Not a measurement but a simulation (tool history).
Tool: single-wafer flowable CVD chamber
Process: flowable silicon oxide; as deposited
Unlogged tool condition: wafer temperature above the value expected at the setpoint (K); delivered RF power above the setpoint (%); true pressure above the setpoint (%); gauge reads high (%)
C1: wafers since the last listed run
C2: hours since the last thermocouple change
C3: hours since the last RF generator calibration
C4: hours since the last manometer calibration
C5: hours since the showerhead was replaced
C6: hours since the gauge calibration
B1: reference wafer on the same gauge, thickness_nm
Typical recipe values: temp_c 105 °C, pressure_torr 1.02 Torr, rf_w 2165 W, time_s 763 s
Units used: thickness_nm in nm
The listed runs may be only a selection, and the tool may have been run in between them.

Run 1, hour 0: usual settings; C1 0; C2 752.2; C3 719.4; C4 1213; C5 33.3; C6 1582.3; B1 455.828. Result: thickness_nm 551.974 nm.
Run 2, hour 106: usual settings but pressure_torr 0.9 Torr, rf_w 2455 W; C1 299; C2 858.2; C3 825.4; C4 1319; C5 139.3; C6 1688.3; B1 455.521. Result: thickness_nm 494.134 nm.
Run 3, hour 148.6: usual settings but pressure_torr 0.9 Torr, rf_w 2455 W; C1 120; C2 900.8; C3 868; C4 1361.6; C5 181.9; C6 1730.9; B1 456.427. Result: thickness_nm 488.236 nm.
Run 4, hour 187.5: usual settings but pressure_torr 1.17 Torr; C1 109; C2 939.7; C3 906.9; C4 1400.5; C5 220.8; C6 1769.8; B1 456.045. Result: thickness_nm 634.463 nm.
At hour 230.1: thermocouple changed; heater temperature recalibrated.
Run 5, hour 276.3: usual settings but pressure_torr 1.17 Torr; C1 228; C2 46.2; C3 995.7; C4 1489.3; C5 309.6; C6 1858.6; B1 455.592. Result: thickness_nm 614.515 nm.
At hour 304.3: capacitance manometer re-zeroed and calibrated.
Run 6, hour 372.2: usual settings but pressure_torr 0.81 Torr, time_s 646 s; C1 248; C2 142.1; C3 1091.6; C4 67.9; C5 405.5; C6 1954.5; B1 456.46. Result: thickness_nm 363.458 nm.
At hour 413.4: RF generator calibrated.
Run 7, hour 413.7: usual settings but temp_c 93 °C; C1 94; C2 183.6; C3 0.3; C4 109.4; C5 447; C6 1996; B1 456.104. Result: thickness_nm 856.411 nm.
Run 8, hour 598.7: usual settings but temp_c 96 °C, pressure_torr 1.18 Torr; C1 522; C2 368.6; C3 185.3; C4 294.4; C5 632; C6 2181; B1 455.412. Result: thickness_nm 871.32 nm.
Run 9, hour 666.3: usual settings but rf_w 1915 W; C1 190; C2 436.2; C3 252.9; C4 362; C5 699.6; C6 2248.6; B1 456.506. Result: thickness_nm 535.728 nm.
Run 10, hour 728.3: usual settings; C1 174; C2 498.2; C3 314.9; C4 424; C5 761.6; C6 2310.6; B1 455.665. Result: thickness_nm 545.28 nm.
Run 11, hour 825.8: usual settings but temp_c 120 °C, pressure_torr 0.85 Torr, time_s 694 s; C1 275; C2 595.7; C3 412.4; C4 521.5; C5 859.1; C6 2408.1; B1 455.646. Result: thickness_nm 243.672 nm.
Run 12, hour 879.6: usual settings; C1 151; C2 649.5; C3 466.2; C4 575.3; C5 912.9; C6 2461.9; B1 455.481. Result: thickness_nm 552.323 nm.
At hour 906.2: gauge calibrated.
Run 13, hour 935.1: usual settings but pressure_torr 0.88 Torr, rf_w 1955 W; C1 156; C2 705; C3 521.7; C4 630.8; C5 968.4; C6 28.9; B1 456.119. Result: thickness_nm 467.399 nm.
Run 14, hour 1012.3: usual settings but pressure_torr 1.08 Torr, rf_w 2035 W; C1 217; C2 782.2; C3 598.9; C4 708; C5 1045.6; C6 106.1; B1 456.376. Result: thickness_nm 575.749 nm.
Run 15, hour 1055.8: usual settings but rf_w 2435 W; C1 122; C2 825.7; C3 642.4; C4 751.5; C5 1089.1; C6 149.6; B1 455.378. Result: thickness_nm 563.151 nm.
Run 16, hour 1100.7: usual settings but pressure_torr 1.23 Torr; C1 126; C2 870.6; C3 687.3; C4 796.4; C5 1134; C6 194.5; B1 456.144. Result: thickness_nm 663.686 nm.
Run 17, hour 1140.2: usual settings; C1 111; C2 910.1; C3 726.8; C4 835.9; C5 1173.5; C6 234; B1 456.079. Result: thickness_nm 557.895 nm.
At hour 1151.4: thermocouple changed; heater temperature recalibrated.
Run 18, hour 1226.5: usual settings; C1 220; C2 75.1; C3 813.1; C4 922.2; C5 1259.8; C6 320.3; B1 456.523. Result: thickness_nm 542.818 nm.
Run 19, hour 1317.2: usual settings but rf_w 2325 W, time_s 647 s; C1 255; C2 165.8; C3 903.8; C4 1012.9; C5 1350.5; C6 411; B1 455.688. Result: thickness_nm 465.451 nm.
At hour 1402.6: RF generator calibrated.
Run 20, hour 1403.1: usual settings but pressure_torr 1.08 Torr, rf_w 2035 W; C1 219; C2 251.7; C3 0.5; C4 1098.8; C5 1436.4; C6 496.9; B1 455.905. Result: thickness_nm 563.742 nm.
Run 21, hour 1457.9: usual settings but time_s 802 s; C1 154; C2 306.5; C3 55.3; C4 1153.6; C5 1491.2; C6 551.7; B1 455.9. Result: thickness_nm 567.361 nm.
Run 22, hour 1552.8: usual settings; C1 267; C2 401.4; C3 150.2; C4 1248.5; C5 1586.1; C6 646.6; B1 455.719. Result: thickness_nm 542.157 nm.
Run 23, hour 1632.2: usual settings but temp_c 117 °C, rf_w 2430 W; C1 224; C2 480.8; C3 229.6; C4 1327.9; C5 1665.5; C6 726; B1 456.545. Result: thickness_nm 359.565 nm.
Run 24, hour 1727.8: usual settings but temp_c 92 °C, pressure_torr 0.81 Torr; C1 269; C2 576.4; C3 325.2; C4 1423.5; C5 1761.1; C6 821.6; B1 455.547. Result: thickness_nm 703.979 nm.
Run 25, hour 1809.6: usual settings but rf_w 2450 W, time_s 668 s; C1 230; C2 658.2; C3 407; C4 1505.3; C5 1842.9; C6 903.4; B1 456.137. Result: thickness_nm 483.487 nm.
Run 26, hour 1914.3: usual settings but temp_c 98 °C, time_s 880 s; C1 295; C2 762.9; C3 511.7; C4 1610; C5 1947.6; C6 1008.1; B1 455.675. Result: thickness_nm 823.524 nm.
Run 27, hour 1955.5: usual settings; C1 116; C2 804.1; C3 552.9; C4 1651.2; C5 1988.8; C6 1049.3; B1 455.814. Result: thickness_nm 548.673 nm.

Here are 5 independent what-if runs from the current tool condition. What would each one return?
Run A, hour 1956.1: usual settings but pressure_torr 0.93 Torr; C1 1; C2 804.7; C3 553.5; C4 1651.8; C5 1989.4; C6 1049.9; B1 ?. Result: thickness_nm ?.
Run B, hour 1956.1: usual settings but pressure_torr 0.77 Torr, rf_w 1765 W; C1 1; C2 804.7; C3 553.5; C4 1651.8; C5 1989.4; C6 1049.9; B1 ?. Result: thickness_nm ?.
Run C, hour 1956.1: usual settings but rf_w 2305 W; C1 1; C2 804.7; C3 553.5; C4 1651.8; C5 1989.4; C6 1049.9; B1 ?. Result: thickness_nm ?.
Run D, hour 1956.1: usual settings but temp_c 110 °C; C1 1; C2 804.7; C3 553.5; C4 1651.8; C5 1989.4; C6 1049.9; B1 ?. Result: thickness_nm ?.
Run E, hour 1956.1: usual settings but temp_c 115 °C, pressure_torr 1.12 Torr, rf_w 2020 W, time_s 876 s; C1 1; C2 804.7; C3 553.5; C4 1651.8; C5 1989.4; C6 1049.9; B1 ?. Result: thickness_nm ?.

run       B1  thickness_nm
  A  456.095       502.488
  B  456.095       402.835
  C  456.095       555.657
  D  456.095        457.14
  E  456.095       475.784
Stripped of hidden state, with their random variation kept, the same runs would have yielded:
run  thickness_nm
  A       493.992
  B       396.024
  C       546.262
  D       449.822
  E       468.388
